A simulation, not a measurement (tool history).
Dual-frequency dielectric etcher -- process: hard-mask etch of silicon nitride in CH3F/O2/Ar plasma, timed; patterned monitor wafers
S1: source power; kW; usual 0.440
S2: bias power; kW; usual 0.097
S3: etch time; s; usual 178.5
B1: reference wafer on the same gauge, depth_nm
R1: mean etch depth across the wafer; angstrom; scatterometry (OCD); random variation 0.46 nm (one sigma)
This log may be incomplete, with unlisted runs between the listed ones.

run 1 day=0.000 | S1=0.440 S2=0.097 S3=178.5 | B1=145.9 | R1=1431
run 2 day=3.896 | S1=0.440 S2=0.097 S3=178.5 | B1=146.0 | R1=1419
run 3 day=8.042 | S1=0.440 S2=0.097 S3=178.5 | B1=146.0 | R1=1404
run 4 day=10.075 | S1=0.440 S2=0.097 S3=178.5 | B1=146.1 | R1=1415
run 5 day=11.579 | S1=0.440 S2=0.097 S3=178.5 | B1=145.9 | R1=1406
run 6 day=13.450 | S1=0.510 S2=0.097 S3=215.5 | B1=145.8 | R1=1769
run 7 day=16.875 | S1=0.510 S2=0.097 S3=215.5 | B1=145.9 | R1=1774
run 8 day=19.296 | S1=0.440 S2=0.097 S3=178.5 | B1=146.2 | R1=1389
run 9 day=21.350 | S1=0.510 S2=0.097 S3=142.5 | B1=145.9 | R1=1167
run 10 day=25.483 | S1=0.440 S2=0.097 S3=178.5 | B1=145.9 | R1=1429
run 11 day=27.588 | S1=0.400 S2=0.076 S3=206.5 | B1=146.0 | R1=1320
run 12 day=31.129 | S1=0.440 S2=0.103 S3=178.5 | B1=146.3 | R1=1480
run 13 day=34.567 | S1=0.440 S2=0.097 S3=178.5 | B1=146.3 | R1=1411
run 14 day=36.079 | S1=0.440 S2=0.086 S3=143.5 | B1=145.8 | R1=1038
run 15 day=38.962 | S1=0.440 S2=0.097 S3=178.5 | B1=146.1 | R1=1409
run 16 day=42.442 | S1=0.480 S2=0.112 S3=147.5 | B1=145.9 | R1=1315
run 17 day=45.292 | S1=0.440 S2=0.104 S3=195.5 | B1=146.1 | R1=1610
run 18 day=47.617 | S1=0.440 S2=0.108 S3=178.5 | B1=146.1 | R1=1508
run 19 day=49.217 | S1=0.370 S2=0.097 S3=178.5 | B1=145.9 | R1=1311
run 20 day=53.517 | S1=0.440 S2=0.097 S3=178.5 | B1=146.1 | R1=1427
run 21 day=56.679 | S1=0.330 S2=0.086 S3=178.5 | B1=145.9 | R1=1184
run 22 day=59.271 | S1=0.440 S2=0.097 S3=178.5 | B1=145.9 | R1=1427
run 23 day=61.725 | S1=0.440 S2=0.097 S3=178.5 | B1=146.0 | R1=1416
run 24 day=65.738 | S1=0.340 S2=0.087 S3=178.5 | B1=145.9 | R1=1202
run 25 day=67.762 | S1=0.440 S2=0.097 S3=162.0 | B1=145.7 | R1=1276
run 26 day=70.942 | S1=0.500 S2=0.097 S3=217.5 | B1=146.1 | R1=1780
run 27 day=72.838 | S1=0.440 S2=0.097 S3=178.5 | B1=145.9 | R1=1400
run 28 day=74.375 | S1=0.360 S2=0.097 S3=145.5 | B1=146.1 | R1=1062
run 29 day=78.462 | S1=0.540 S2=0.107 S3=178.5 | B1=146.1 | R1=1624
run 30 day=80.633 | S1=0.540 S2=0.114 S3=194.0 | B1=146.2 | R1=1840

Not shown: 6 entries that the log had between the listed runs. Between which runs, and how does the tool's hidden state differ before and after?
Between runs 6 and 7: bias power generator calibrated (day 15.458)
  etch rate over this chamber's usual, %: -1.65 -> -2
  measured result minus the result with no hidden state, R1: -30 -> -36 angstrom
Between runs 9 and 10: wet clean of the chamber (day 25.458)
  etch rate over this chamber's usual, %: -2.47 -> 0.0309
  measured result minus the result with no hidden state, R1: -29 -> +1 angstrom
Between runs 10 and 11: source power generator calibrated (day 26.004)
  etch rate over this chamber's usual, %: 0.0309 -> -0.188
  measured result minus the result with no hidden state, R1: +1 -> -3 angstrom
Between runs 19 and 20: wet clean of the chamber (day 53.496)
  etch rate over this chamber's usual, %: -2.43 -> -0.0159
  measured result minus the result with no hidden state, R1: -33 -> +0 angstrom
Between runs 25 and 26: gauge calibrated (day 69.525)
  etch rate over this chamber's usual, %: -1.5 -> -1.83
  measured result minus the result with no hidden state, R1: -19 -> -33 angstrom
Between runs 28 and 29: wet clean of the chamber (day 76.742)
  etch rate over this chamber's usual, %: -2.18 -> -0.39
  measured result minus the result with no hidden state, R1: -24 -> -7 angstrom

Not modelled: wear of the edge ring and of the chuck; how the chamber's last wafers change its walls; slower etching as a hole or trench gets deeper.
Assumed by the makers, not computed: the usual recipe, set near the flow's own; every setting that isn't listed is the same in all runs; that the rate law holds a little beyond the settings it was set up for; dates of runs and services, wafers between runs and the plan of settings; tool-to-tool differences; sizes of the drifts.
